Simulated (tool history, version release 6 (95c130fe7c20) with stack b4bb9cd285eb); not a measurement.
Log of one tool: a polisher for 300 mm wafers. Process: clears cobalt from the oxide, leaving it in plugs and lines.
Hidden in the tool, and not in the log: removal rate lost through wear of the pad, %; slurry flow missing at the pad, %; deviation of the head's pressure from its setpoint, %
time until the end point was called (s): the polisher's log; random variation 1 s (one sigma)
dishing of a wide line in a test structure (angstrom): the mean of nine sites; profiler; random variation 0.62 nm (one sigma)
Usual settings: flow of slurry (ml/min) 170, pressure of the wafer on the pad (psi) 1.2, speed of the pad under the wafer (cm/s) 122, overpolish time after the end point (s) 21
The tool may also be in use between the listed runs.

| run | day | flow of slurry (ml/min) | pressure of the wafer on the pad (psi) | speed of the pad under the wafer (cm/s) | overpolish time after the end point (s) | wafers since the last listed run | wafers polished on this pad | hours since the slurry nozzle was cleaned | hours since the head pressure was calibrated | incoming thickness of the incoming film, nm | time until the end point was called (s) | dishing of a wide line in a test structure (angstrom) |
|---|---|---|---|---|---|---|---|---|---|---|---|---|
| 1 | 0 | 170 | 1.2 | 122 | 21 | 0 | 646 | 162.2 | 790 | 254.9 | 71.5 | 402 |
| 2 | 0.308 | 170 | 1.2 | 122 | 21 | 56 | 702 | 169.6 | 797.4 | 247.8 | 68.3 | 406 |
| 3 | 0.879 | 170 | 1.2 | 122 | 21 | 104 | 807 | 183.3 | 811.1 | 250 | 67.7 | 407 |
| 4 | 1.421 | 170 | 1.2 | 122 | 21 | 99 | 906 | 196.3 | 824.1 | 249.4 | 67.1 | 410 |
|  | 1.996 | worn pad replaced by a new one |
| 5 | 2.112 | 170 | 1.2 | 122 | 21 | 96 | 21 | 212.9 | 840.7 | 254.4 | 69.9 | 408 |
| 6 | 2.392 | 200 | 0.9 | 122 | 21 | 51 | 72 | 219.6 | 847.4 | 245.4 | 86.8 | 365 |
| 7 | 3 | 170 | 0.9 | 122 | 21 | 111 | 184 | 234.2 | 862 | 247.2 | 89.6 | 354 |
| 8 | 3.671 | 170 | 0.9 | 122 | 21 | 122 | 306 | 250.3 | 878.1 | 249 | 88.9 | 358 |
| 9 | 4.208 | 170 | 0.9 | 122 | 21 | 98 | 405 | 263.2 | 891 | 249.3 | 89.2 | 361 |
| 10 | 4.6 | 170 | 1.2 | 122 | 21 | 71 | 477 | 272.6 | 900.4 | 246.5 | 68.5 | 404 |
| 11 | 4.958 | 170 | 1.2 | 122 | 21 | 65 | 542 | 281.2 | 909 | 246.9 | 69.7 | 402 |
|  | 5.533 | head pressure recalibrated |
| 12 | 5.554 | 170 | 1.2 | 122 | 21 | 93 | 636 | 295.5 | 0.5 | 248.4 | 67.9 | 405 |
| 13 | 5.75 | 120 | 1.4 | 92 | 21 | 35 | 672 | 300.2 | 5.2 | 247.1 | 78.8 | 384 |
| 14 | 6.179 | 170 | 1.2 | 122 | 21 | 78 | 750 | 310.5 | 15.5 | 253.2 | 70 | 404 |
|  | 6.838 | worn pad replaced by a new one |
| 15 | 6.858 | 170 | 1.2 | 110 | 15 | 93 | 4 | 326.8 | 31.8 | 247 | 74.2 | 328 |
| 16 | 7.2 | 170 | 1.2 | 90 | 21 | 62 | 66 | 335 | 40 | 245.5 | 87.7 | 358 |
| 17 | 7.888 | 170 | 1.2 | 122 | 21 | 125 | 192 | 351.5 | 56.5 | 244.7 | 67 | 396 |
| 18 | 8.592 | 170 | 1.4 | 122 | 21 | 128 | 321 | 368.4 | 73.4 | 252 | 60.2 | 417 |
|  | 8.929 | slurry nozzle cleaned |
| 19 | 9.067 | 170 | 1.2 | 122 | 21 | 79 | 400 | 3.3 | 84.8 | 251.2 | 70 | 411 |
| 20 | 9.55 | 170 | 1.2 | 122 | 9 | 88 | 489 | 14.9 | 96.4 | 249.9 | 70.2 | 245 |
| 21 | 9.825 | 170 | 1.2 | 110 | 26 | 50 | 539 | 21.5 | 103 | 247.7 | 75 | 416 |
| 22 | 10.571 | 170 | 1.2 | 122 | 21 | 136 | 675 | 39.4 | 120.9 | 252 | 69.5 | 409 |
| 23 | 11.021 | 170 | 1.2 | 148 | 21 | 82 | 758 | 50.2 | 131.7 | 247.4 | 56.2 | 445 |
| 24 | 11.738 | 205 | 1.2 | 122 | 9 | 131 | 889 | 67.4 | 148.9 | 246.3 | 66.2 | 255 |
| 25 | 12.154 | 150 | 1 | 136 | 11 | 76 | 965 | 77.4 | 158.9 | 249.6 | 73.1 | 268 |

4 ways to go on from here, each from the tool as it stands after run 25. What would each give?
| A | 12.171 | 170 | 1.5 | 122 | 21 | 3 | 968 | 77.8 | 159.3 | 247.5 | ? | ? |
| B | 12.171 | 170 | 1.3 | 90 | 21 | 3 | 968 | 77.8 | 159.3 | 247.5 | ? | ? |
| C | 12.171 | 115 | 1.2 | 122 | 29 | 3 | 968 | 77.8 | 159.3 | 247.5 | ? | ? |
| D | 12.171 | 185 | 1.6 | 160 | 31 | 3 | 968 | 77.8 | 159.3 | 247.5 | ? | ? |

| run | time until the end point was called (s) | dishing of a wide line in a test structure (angstrom) |
|---|---|---|
| A | 57.3 | 430 |
| B | 85.5 | 368 |
| C | 73.7 | 441 |
| D | 41.8 | 490 |
Without the tool's hidden state the same runs would have given:
| run | time until the end point was called (s) | dishing of a wide line in a test structure (angstrom) |
|---|---|---|
| A | 57.3 | 430 |
| B | 85.5 | 368 |
| C | 73.7 | 441 |
| D | 41.8 | 490 |

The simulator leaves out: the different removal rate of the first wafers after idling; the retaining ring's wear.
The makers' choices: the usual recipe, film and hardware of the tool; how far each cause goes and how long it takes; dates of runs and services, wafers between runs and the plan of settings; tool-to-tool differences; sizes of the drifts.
